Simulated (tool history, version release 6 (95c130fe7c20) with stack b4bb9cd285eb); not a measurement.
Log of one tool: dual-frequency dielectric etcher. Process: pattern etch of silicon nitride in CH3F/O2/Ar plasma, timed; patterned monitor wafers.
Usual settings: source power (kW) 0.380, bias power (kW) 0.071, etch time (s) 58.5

run,hour,source power (kW),bias power (kW),etch time (s),"read-back reference wafer on the same gauge, depth_nm",mean etch depth across the wafer (angstrom)
1,0.0,0.380,0.071,58.5,40.55,404.0
2,65.4,0.380,0.071,58.5,40.47,405.3
3,133.2,0.380,0.071,63.0,40.46,437.4
# hour 181.1: upper electrode replaced
4,181.6,0.380,0.071,58.5,40.52,414.6
# hour 234.1: wet clean of the chamber
5,284.9,0.310,0.081,58.5,40.47,384.0
6,312.4,0.380,0.071,58.5,40.46,396.8
7,354.3,0.380,0.071,58.5,40.44,402.8
8,425.4,0.380,0.071,58.5,40.48,403.3
# hour 428.7: gauge calibrated
9,456.3,0.380,0.071,58.5,40.48,402.5
10,502.9,0.380,0.071,58.5,40.52,404.9
11,556.5,0.290,0.071,58.5,40.49,357.2
# hour 562.3: source power generator calibrated
12,587.5,0.380,0.071,75.0,40.54,525.1
# hour 652.6: wet clean of the chamber
13,657.6,0.380,0.058,46.5,40.51,288.0
14,697.2,0.310,0.079,67.0,40.45,424.9
15,744.9,0.340,0.071,58.5,40.56,373.8
# hour 815.3: bias power generator calibrated
16,815.8,0.480,0.077,41.0,40.54,325.2
17,857.5,0.350,0.084,58.5,40.48,416.7
18,909.5,0.340,0.081,75.0,40.54,523.8
19,962.6,0.380,0.071,58.5,40.55,411.6
20,994.1,0.380,0.079,64.0,40.54,470.8
# hour 1120.0: wet clean of the chamber
21,1178.2,0.430,0.086,68.5,40.53,538.1
22,1223.6,0.480,0.077,41.0,40.54,326.3
23,1272.2,0.340,0.071,71.0,40.43,467.0
24,1299.6,0.460,0.054,51.0,40.50,349.4
25,1348.1,0.320,0.088,63.5,40.59,442.6
26,1393.3,0.310,0.086,58.5,40.56,404.3
# hour 1505.9: wet clean of the chamber
27,1506.4,0.380,0.062,74.5,40.51,479.9
28,1555.2,0.380,0.071,58.5,40.55,401.1
29,1627.1,0.480,0.081,67.0,40.52,544.0

The tool's hidden state at each run:
source power that arrives over what is set, %: 0 in every run
gauge reads high (%): 0 in every run
H1: etch rate over this chamber's usual, %
H2: bias power that arrives over what is set, %
run,H1,H2
1,1.98,-1.06
2,2.57,-1.3
3,3.18,-1.57
4,3.62,-1.77
5,0.625,-2.22
6,0.874,-2.35
7,1.25,-2.55
8,1.9,-2.9
9,2.17,-3.06
10,2.6,-3.31
11,3.08,-3.6
12,3.36,-3.78
13,-0.371,-4.18
14,-0.0128,-4.42
15,0.418,-4.71
16,1.06,-0.0882
17,1.44,-0.0913
18,1.91,-0.104
19,2.39,-0.127
20,2.67,-0.145
21,0.962,-0.322
22,1.37,-0.384
23,1.81,-0.459
24,2.06,-0.505
25,2.5,-0.593
26,2.91,-0.682
27,0.319,-0.937
28,0.76,-1.06
29,1.41,-1.26
